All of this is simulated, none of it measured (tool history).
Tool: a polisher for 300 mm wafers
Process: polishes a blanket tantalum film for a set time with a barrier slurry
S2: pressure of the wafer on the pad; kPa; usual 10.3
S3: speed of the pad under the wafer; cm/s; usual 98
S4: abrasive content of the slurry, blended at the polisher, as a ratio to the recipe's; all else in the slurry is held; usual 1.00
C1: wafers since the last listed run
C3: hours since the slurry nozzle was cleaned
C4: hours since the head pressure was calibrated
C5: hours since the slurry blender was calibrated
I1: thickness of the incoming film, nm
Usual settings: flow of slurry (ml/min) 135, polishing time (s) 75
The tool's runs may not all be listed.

{"run": 1, "hour": 0.0, "flow of slurry (ml/min)": 135, "S2": 12.4, "S3": 98, "S4": 1.0, "polishing time (s)": 75, "C1": 0, "wafers polished on this pad": 1644, "C3": 550.3, "C4": 769.2, "C5": 113.5, "I1": 405.1, "film removed (Å)": 790}
{"run": 2, "hour": 34.4, "flow of slurry (ml/min)": 135, "S2": 12.4, "S3": 98, "S4": 1.0, "polishing time (s)": 75, "C1": 317, "wafers polished on this pad": 1962, "C3": 584.7, "C4": 803.6, "C5": 147.9, "I1": 399.0, "film removed (Å)": 794}
{"hour": 89.9, "done": "slurry nozzle cleaned"}
{"run": 3, "hour": 103.8, "flow of slurry (ml/min)": 135, "S2": 10.3, "S3": 106, "S4": 1.0, "polishing time (s)": 75, "C1": 631, "wafers polished on this pad": 2593, "C3": 13.9, "C4": 873.0, "C5": 217.3, "I1": 404.7, "film removed (Å)": 657}
{"hour": 124.7, "done": "worn pad replaced by a new one"}
{"run": 4, "hour": 165.6, "flow of slurry (ml/min)": 135, "S2": 10.3, "S3": 106, "S4": 1.0, "polishing time (s)": 75, "C1": 533, "wafers polished on this pad": 377, "C3": 75.7, "C4": 934.8, "C5": 279.1, "I1": 404.8, "film removed (Å)": 771}
{"hour": 170.2, "done": "slurry blender recalibrated"}
{"run": 5, "hour": 198.4, "flow of slurry (ml/min)": 135, "S2": 10.3, "S3": 98, "S4": 1.0, "polishing time (s)": 75, "C1": 284, "wafers polished on this pad": 661, "C3": 108.5, "C4": 967.6, "C5": 28.2, "I1": 397.1, "film removed (Å)": 710}
{"run": 6, "hour": 249.4, "flow of slurry (ml/min)": 135, "S2": 10.3, "S3": 98, "S4": 1.0, "polishing time (s)": 75, "C1": 470, "wafers polished on this pad": 1132, "C3": 159.5, "C4": 1018.6, "C5": 79.2, "I1": 398.3, "film removed (Å)": 687}
{"run": 7, "hour": 275.7, "flow of slurry (ml/min)": 135, "S2": 10.3, "S3": 98, "S4": 1.0, "polishing time (s)": 65, "C1": 242, "wafers polished on this pad": 1375, "C3": 185.8, "C4": 1044.9, "C5": 105.5, "I1": 407.7, "film removed (Å)": 583}
{"run": 8, "hour": 341.8, "flow of slurry (ml/min)": 135, "S2": 10.3, "S3": 98, "S4": 1.0, "polishing time (s)": 75, "C1": 610, "wafers polished on this pad": 1985, "C3": 251.9, "C4": 1111.0, "C5": 171.6, "I1": 405.5, "film removed (Å)": 657}
{"run": 9, "hour": 401.2, "flow of slurry (ml/min)": 135, "S2": 10.3, "S3": 98, "S4": 1.0, "polishing time (s)": 75, "C1": 548, "wafers polished on this pad": 2534, "C3": 311.3, "C4": 1170.4, "C5": 231.0, "I1": 397.5, "film removed (Å)": 619}
{"hour": 432.0, "done": "worn pad replaced by a new one"}
{"hour": 452.0, "done": "slurry blender recalibrated"}
{"run": 10, "hour": 469.9, "flow of slurry (ml/min)": 135, "S2": 10.3, "S3": 98, "S4": 1.0, "polishing time (s)": 75, "C1": 578, "wafers polished on this pad": 331, "C3": 380.0, "C4": 1239.1, "C5": 17.9, "I1": 396.4, "film removed (Å)": 710}
{"run": 11, "hour": 507.5, "flow of slurry (ml/min)": 135, "S2": 10.3, "S3": 98, "S4": 1.0, "polishing time (s)": 75, "C1": 347, "wafers polished on this pad": 678, "C3": 417.6, "C4": 1276.7, "C5": 55.5, "I1": 399.0, "film removed (Å)": 709}
{"run": 12, "hour": 554.1, "flow of slurry (ml/min)": 135, "S2": 10.3, "S3": 98, "S4": 1.0, "polishing time (s)": 75, "C1": 430, "wafers polished on this pad": 1108, "C3": 464.2, "C4": 1323.3, "C5": 102.1, "I1": 400.2, "film removed (Å)": 689}
{"hour": 575.2, "done": "head pressure recalibrated"}
{"run": 13, "hour": 589.3, "flow of slurry (ml/min)": 135, "S2": 10.3, "S3": 98, "S4": 1.0, "polishing time (s)": 75, "C1": 306, "wafers polished on this pad": 1415, "C3": 499.4, "C4": 14.1, "C5": 137.3, "I1": 402.4, "film removed (Å)": 763}
{"run": 14, "hour": 630.3, "flow of slurry (ml/min)": 135, "S2": 10.3, "S3": 98, "S4": 0.85, "polishing time (s)": 75, "C1": 378, "wafers polished on this pad": 1793, "C3": 540.4, "C4": 55.1, "C5": 178.3, "I1": 406.2, "film removed (Å)": 709}
{"run": 15, "hour": 680.3, "flow of slurry (ml/min)": 135, "S2": 10.3, "S3": 98, "S4": 1.0, "polishing time (s)": 75, "C1": 461, "wafers polished on this pad": 2255, "C3": 590.4, "C4": 105.1, "C5": 228.3, "I1": 407.8, "film removed (Å)": 711}
{"hour": 709.9, "done": "worn pad replaced by a new one"}
{"hour": 743.4, "done": "slurry blender recalibrated"}
{"run": 16, "hour": 746.5, "flow of slurry (ml/min)": 135, "S2": 10.3, "S3": 98, "S4": 1.1, "polishing time (s)": 75, "C1": 555, "wafers polished on this pad": 319, "C3": 656.6, "C4": 171.3, "C5": 3.1, "I1": 404.1, "film removed (Å)": 788}
{"run": 17, "hour": 801.0, "flow of slurry (ml/min)": 110, "S2": 10.3, "S3": 98, "S4": 1.0, "polishing time (s)": 75, "C1": 503, "wafers polished on this pad": 822, "C3": 711.1, "C4": 225.8, "C5": 57.6, "I1": 400.7, "film removed (Å)": 718}
{"hour": 827.8, "done": "slurry nozzle cleaned"}
{"run": 18, "hour": 834.5, "flow of slurry (ml/min)": 90, "S2": 10.3, "S3": 70, "S4": 1.0, "polishing time (s)": 100, "C1": 300, "wafers polished on this pad": 1122, "C3": 6.7, "C4": 259.3, "C5": 91.1, "I1": 404.8, "film removed (Å)": 655}
{"run": 19, "hour": 897.0, "flow of slurry (ml/min)": 135, "S2": 10.3, "S3": 98, "S4": 1.0, "polishing time (s)": 75, "C1": 576, "wafers polished on this pad": 1699, "C3": 69.2, "C4": 321.8, "C5": 153.6, "I1": 401.7, "film removed (Å)": 714}
{"run": 20, "hour": 938.3, "flow of slurry (ml/min)": 135, "S2": 10.3, "S3": 130, "S4": 0.75, "polishing time (s)": 75, "C1": 381, "wafers polished on this pad": 2080, "C3": 110.5, "C4": 363.1, "C5": 194.9, "I1": 403.6, "film removed (Å)": 817}
{"run": 21, "hour": 993.4, "flow of slurry (ml/min)": 135, "S2": 9.0, "S3": 98, "S4": 1.0, "polishing time (s)": 75, "C1": 508, "wafers polished on this pad": 2589, "C3": 165.6, "C4": 418.2, "C5": 250.0, "I1": 407.9, "film removed (Å)": 566}
{"hour": 1015.3, "done": "worn pad replaced by a new one"}
{"run": 22, "hour": 1033.2, "flow of slurry (ml/min)": 160, "S2": 12.4, "S3": 124, "S4": 1.0, "polishing time (s)": 52, "C1": 330, "wafers polished on this pad": 164, "C3": 205.4, "C4": 458.0, "C5": 289.8, "I1": 400.3, "film removed (Å)": 793}
{"hour": 1050.0, "done": "slurry blender recalibrated"}
{"run": 23, "hour": 1066.7, "flow of slurry (ml/min)": 180, "S2": 10.3, "S3": 98, "S4": 1.0, "polishing time (s)": 60, "C1": 290, "wafers polished on this pad": 455, "C3": 238.9, "C4": 491.5, "C5": 16.7, "I1": 398.1, "film removed (Å)": 626}
{"run": 24, "hour": 1131.0, "flow of slurry (ml/min)": 135, "S2": 10.3, "S3": 98, "S4": 1.0, "polishing time (s)": 75, "C1": 593, "wafers polished on this pad": 1049, "C3": 303.2, "C4": 555.8, "C5": 81.0, "I1": 394.0, "film removed (Å)": 714}
{"run": 25, "hour": 1180.6, "flow of slurry (ml/min)": 135, "S2": 10.3, "S3": 98, "S4": 1.0, "polishing time (s)": 75, "C1": 457, "wafers polished on this pad": 1507, "C3": 352.8, "C4": 605.4, "C5": 130.6, "I1": 400.7, "film removed (Å)": 698}
{"run": 26, "hour": 1204.8, "flow of slurry (ml/min)": 135, "S2": 9.0, "S3": 98, "S4": 1.0, "polishing time (s)": 66, "C1": 223, "wafers polished on this pad": 1730, "C3": 377.0, "C4": 629.6, "C5": 154.8, "I1": 395.9, "film removed (Å)": 534}
{"run": 27, "hour": 1261.5, "flow of slurry (ml/min)": 135, "S2": 10.3, "S3": 98, "S4": 1.0, "polishing time (s)": 75, "C1": 523, "wafers polished on this pad": 2254, "C3": 433.7, "C4": 686.3, "C5": 211.5, "I1": 406.6, "film removed (Å)": 672}
{"hour": 1273.9, "done": "worn pad replaced by a new one"}
{"run": 28, "hour": 1309.9, "flow of slurry (ml/min)": 175, "S2": 10.3, "S3": 98, "S4": 1.0, "polishing time (s)": 75, "C1": 409, "wafers polished on this pad": 332, "C3": 482.1, "C4": 734.7, "C5": 259.9, "I1": 395.6, "film removed (Å)": 780}
{"hour": 1343.3, "done": "slurry blender recalibrated"}
{"run": 29, "hour": 1361.4, "flow of slurry (ml/min)": 135, "S2": 13.1, "S3": 98, "S4": 1.0, "polishing time (s)": 75, "C1": 456, "wafers polished on this pad": 789, "C3": 533.6, "C4": 786.2, "C5": 18.1, "I1": 404.7, "film removed (Å)": 904}

Forecast each of these 3 alternatives for the next run:
{"run": "A", "hour": 1361.9, "flow of slurry (ml/min)": 135, "S2": 10.3, "S3": 98, "S4": 1.0, "polishing time (s)": 75, "C1": 4, "wafers polished on this pad": 794, "C3": 534.1, "C4": 786.7, "C5": 18.6, "I1": 397.3, "film removed (Å)": "?"}
{"run": "B", "hour": 1361.9, "flow of slurry (ml/min)": 135, "S2": 10.3, "S3": 112, "S4": 1.0, "polishing time (s)": 75, "C1": 4, "wafers polished on this pad": 794, "C3": 534.1, "C4": 786.7, "C5": 18.6, "I1": 397.3, "film removed (Å)": "?"}
{"run": "C", "hour": 1361.9, "flow of slurry (ml/min)": 135, "S2": 10.3, "S3": 98, "S4": 1.0, "polishing time (s)": 88, "C1": 4, "wafers polished on this pad": 794, "C3": 534.1, "C4": 786.7, "C5": 18.6, "I1": 397.3, "film removed (Å)": "?"}

run=A film_removed_(Å)=724
run=B film_removed_(Å)=819
run=C film_removed_(Å)=849
Without the tool's hidden state the same runs would have given:
run=A film_removed_(Å)=807
run=B film_removed_(Å)=912
run=C film_removed_(Å)=946

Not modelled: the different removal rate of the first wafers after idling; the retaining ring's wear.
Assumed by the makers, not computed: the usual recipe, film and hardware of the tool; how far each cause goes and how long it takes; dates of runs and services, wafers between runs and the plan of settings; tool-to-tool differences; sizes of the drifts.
